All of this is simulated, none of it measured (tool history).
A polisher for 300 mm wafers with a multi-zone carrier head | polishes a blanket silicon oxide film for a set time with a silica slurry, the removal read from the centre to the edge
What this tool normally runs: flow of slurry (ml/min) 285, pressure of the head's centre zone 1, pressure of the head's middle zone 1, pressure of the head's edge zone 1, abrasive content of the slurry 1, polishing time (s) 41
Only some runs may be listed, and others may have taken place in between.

run   hour  flow of slurry (ml/min)  pressure of the head's centre zone  pressure of the head's middle zone  pressure of the head's edge zone  abrasive content of the slurry  polishing time (s)  incoming thickness of the incoming film, nm  film removed at the wafer's centre (angstrom)  film removed at mid-radius (angstrom)  film removed at the wafer's edge (angstrom)
  1      0                      285                                   1                                   1                                 1                               1                  41                                       1008.9                                           1221                                   1191                                         1165
  2   27.2                      285                                   1                                   1                                 1                               1                  41                                         1010                                           1219                                   1197                                         1171
  3   59.9                      285                                   1                                   1                                 1                               1                  41                                        989.2                                           1197                                   1202                                         1170
  4   92.3                      285                                   1                                   1                                 1                               1                  41                                          990                                           1205                                   1209                                         1163
  5  115.8                      285                                   1                                   1                                 1                               1                  41                                       1023.8                                           1210                                   1182                                         1174
     140.5  -- edge zone pressure recalibrated
     147.1  -- slurry nozzle cleaned
  6  147.6                      285                                   1                                   1                                 1                               1                  41                                       1012.4                                           1196                                   1167                                         1148
     152.9  -- worn pad replaced by a new one
  7    176                      285                                   1                                   1                                 1                               1                  41                                       1010.5                                           1236                                   1186                                         1156
  8  199.1                      285                                   1                                   1                                 1                               1                  41                                       1008.7                                           1218                                   1174                                         1155
  9  221.5                      320                                   1                                   1                                 1                             1.1                  31                                         1024                                            966                                    941                                          929
 10  246.7                      385                                   1                                1.04                                 1                               1                  41                                       1012.5                                           1245                                   1250                                         1187
 11  275.2                      185                                0.88                                   1                                 1                             0.8                  41                                         1020                                            977                                   1005                                         1010
 12    299                      335                                   1                                   1                              0.95                               1                  41                                         1010                                           1234                                   1201                                         1162
 13    334                      285                                   1                                0.91                                 1                             0.9                  41                                       1003.1                                           1179                                   1043                                         1108
     343.6  -- worn pad replaced by a new one
     365.8  -- carrier head's membrane replaced by a new one
 14  366.3                      380                                   1                                   1                                 1                            0.75                  31                                        998.2                                            816                                    805                                          769
 15  379.2                      210                                1.09                                   1                                 1                            0.75                  53                                       1017.2                                           1389                                   1302                                         1286
 16  400.3                      285                                   1                                   1                                 1                               1                  41                                       1014.8                                           1227                                   1155                                         1160
 17  415.6                      285                                   1                                   1                              0.94                               1                  37                                       1006.3                                           1109                                   1091                                         1015
 18  442.1                      285                                   1                                   1                                 1                            1.25                  32                                        994.3                                           1059                                   1009                                         1000
 19  465.4                      285                                   1                                   1                                 1                            0.85                  41                                       1013.9                                           1126                                   1111                                         1065
 20  485.4                      285                                0.96                                0.91                              1.12                               1                  41                                       1019.7                                           1210                                   1098                                         1226
 21  515.4                      285                                   1                                   1                                 1                               1                  41                                        996.7                                           1233                                   1179                                         1168
       536  -- worn pad replaced by a new one
 22  546.8                      285                                   1                                   1                                 1                               1                  41                                       1004.1                                           1240                                   1210                                         1180

Hidden state, per run?
removal rate lost through wear of the pad, %: 0 across all the runs
slurry flow missing at the pad, %: 0 across all the runs
deviation of the centre zone's pressure from its setpoint, %: 0 across all the runs
deviation of the edge zone's pressure from its setpoint, %: 0 across all the runs
